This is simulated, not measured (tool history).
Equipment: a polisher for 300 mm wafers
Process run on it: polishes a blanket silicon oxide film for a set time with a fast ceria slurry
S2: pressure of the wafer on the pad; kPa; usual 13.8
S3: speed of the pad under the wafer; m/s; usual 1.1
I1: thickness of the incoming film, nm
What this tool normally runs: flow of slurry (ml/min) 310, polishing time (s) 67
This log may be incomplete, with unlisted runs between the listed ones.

Run 1, hour 0: usual settings but flow of slurry (ml/min) 230; I1 3694.6. Result: film removed (angstrom) 9494.
At hour 69.4: head pressure recalibrated.
Run 2, hour 126.6: usual settings; I1 3686.4. Result: film removed (angstrom) 9616.
Run 3, hour 156.7: usual settings; I1 3645.7. Result: film removed (angstrom) 9603.
Run 4, hour 210.3: usual settings but polishing time (s) 62; I1 3680.6. Result: film removed (angstrom) 8794.
Run 5, hour 262.3: usual settings; I1 3629.4. Result: film removed (angstrom) 9526.
At hour 319.3: worn pad replaced by a new one.
Run 6, hour 319.8: usual settings; I1 3698.6. Result: film removed (angstrom) 9563.
Run 7, hour 364.5: usual settings; I1 3672.4. Result: film removed (angstrom) 9464.
Run 8, hour 413.4: usual settings; I1 3652.3. Result: film removed (angstrom) 9591.
Run 9, hour 462.5: usual settings; I1 3660.6. Result: film removed (angstrom) 9444.
Run 10, hour 486.9: usual settings; I1 3636.4. Result: film removed (angstrom) 9474.
Run 11, hour 515.5: usual settings; I1 3667.6. Result: film removed (angstrom) 9549.
Run 12, hour 543.1: usual settings; I1 3665.3. Result: film removed (angstrom) 9574.
Run 13, hour 599.7: usual settings; I1 3675.5. Result: film removed (angstrom) 9523.
At hour 637.7: slurry nozzle cleaned.
At hour 680.1: head pressure recalibrated.
Run 14, hour 706.1: usual settings; I1 3658.4. Result: film removed (angstrom) 9773.
Run 15, hour 777.3: usual settings; I1 3656.9. Result: film removed (angstrom) 9724.
Run 16, hour 835.1: usual settings but flow of slurry (ml/min) 415, S2 15.2 kPa, S3 1.46 m/s, polishing time (s) 44; I1 3696.3. Result: film removed (angstrom) 9416.
Run 17, hour 866.7: usual settings; I1 3654.8. Result: film removed (angstrom) 9716.
At hour 903.3: worn pad replaced by a new one.
Run 18, hour 906: usual settings; I1 3612.6. Result: film removed (angstrom) 9663.
Run 19, hour 963: usual settings; I1 3673. Result: film removed (angstrom) 9534.
Run 20, hour 1032.3: usual settings but S3 0.88 m/s, polishing time (s) 82; I1 3720. Result: film removed (angstrom) 9329.
Run 21, hour 1062.2: usual settings; I1 3705.6. Result: film removed (angstrom) 9531.
Run 22, hour 1094: usual settings but flow of slurry (ml/min) 205, polishing time (s) 49; I1 3674.8. Result: film removed (angstrom) 6760.
Run 23, hour 1141.9: usual settings; I1 3634.6. Result: film removed (angstrom) 9459.
At hour 1205.9: head pressure recalibrated.
Run 24, hour 1296: usual settings but flow of slurry (ml/min) 250, S3 0.98 m/s, polishing time (s) 81; I1 3593.8. Result: film removed (angstrom) 10042.
Run 25, hour 1335.3: usual settings but flow of slurry (ml/min) 250, S2 10.3 kPa, S3 1.46 m/s, polishing time (s) 57; I1 3652.7. Result: film removed (angstrom) 7857.
Run 26, hour 1368.5: usual settings but S2 9 kPa, S3 0.82 m/s; I1 3723.2. Result: film removed (angstrom) 4514.
Run 27, hour 1401.9: usual settings but S3 1.42 m/s, polishing time (s) 53; I1 3660.7. Result: film removed (angstrom) 9556.
At hour 1458.6: worn pad replaced by a new one.
Run 28, hour 1466.7: usual settings but flow of slurry (ml/min) 420, S2 16.5 kPa, S3 1.3 m/s, polishing time (s) 78; I1 3677.1. Result: film removed (angstrom) 15904.
Run 29, hour 1502.6: usual settings but flow of slurry (ml/min) 380, polishing time (s) 59; I1 3624.5. Result: film removed (angstrom) 8473.
Run 30, hour 1546.6: usual settings but flow of slurry (ml/min) 400, S2 10.3 kPa; I1 3691.3. Result: film removed (angstrom) 7220.
At hour 1554.1: slurry nozzle cleaned.
Run 31, hour 1586.2: usual settings but flow of slurry (ml/min) 385, S3 1.2 m/s, polishing time (s) 80; I1 3676.9. Result: film removed (angstrom) 12893.
Run 32, hour 1656.7: usual settings but S2 9.7 kPa, polishing time (s) 55; I1 3647.8. Result: film removed (angstrom) 5559.
Run 33, hour 1709.8: usual settings but S3 0.94 m/s; I1 3652.3. Result: film removed (angstrom) 8206.
At hour 1756.6: head pressure recalibrated.
Run 34, hour 1818.1: usual settings but flow of slurry (ml/min) 350, S3 0.72 m/s; I1 3698.2. Result: film removed (angstrom) 6335.
At hour 2002.1: worn pad replaced by a new one.
Run 35, hour 2008: usual settings but flow of slurry (ml/min) 265, S3 1.44 m/s; I1 3645. Result: film removed (angstrom) 12343.
Run 36, hour 2066.8: usual settings but flow of slurry (ml/min) 210, S2 9 kPa, S3 1.22 m/s, polishing time (s) 59; I1 3686.7. Result: film removed (angstrom) 5836.
Run 37, hour 2126.2: usual settings; I1 3731.1. Result: film removed (angstrom) 9541.
Run 38, hour 2188.7: usual settings; I1 3669.1. Result: film removed (angstrom) 9571.

3 ways to go on from here, each from the tool as it stands after run 38. What would each give?
Run A, hour 2189.2: usual settings but S3 0.96 m/s; I1 3648.5. Result: film removed (angstrom) ?.
Run B, hour 2189.2: usual settings but S2 10.3 kPa; I1 3648.5. Result: film removed (angstrom) ?.
Run C, hour 2189.2: usual settings but S2 15.2 kPa; I1 3648.5. Result: film removed (angstrom) ?.

run  film removed (angstrom)
  A                     8348
  B                     7174
  C                    10522
What these runs would have given with no unlogged condition in the tool:
run  film removed (angstrom)
  A                     8591
  B                     7383
  C                    10828
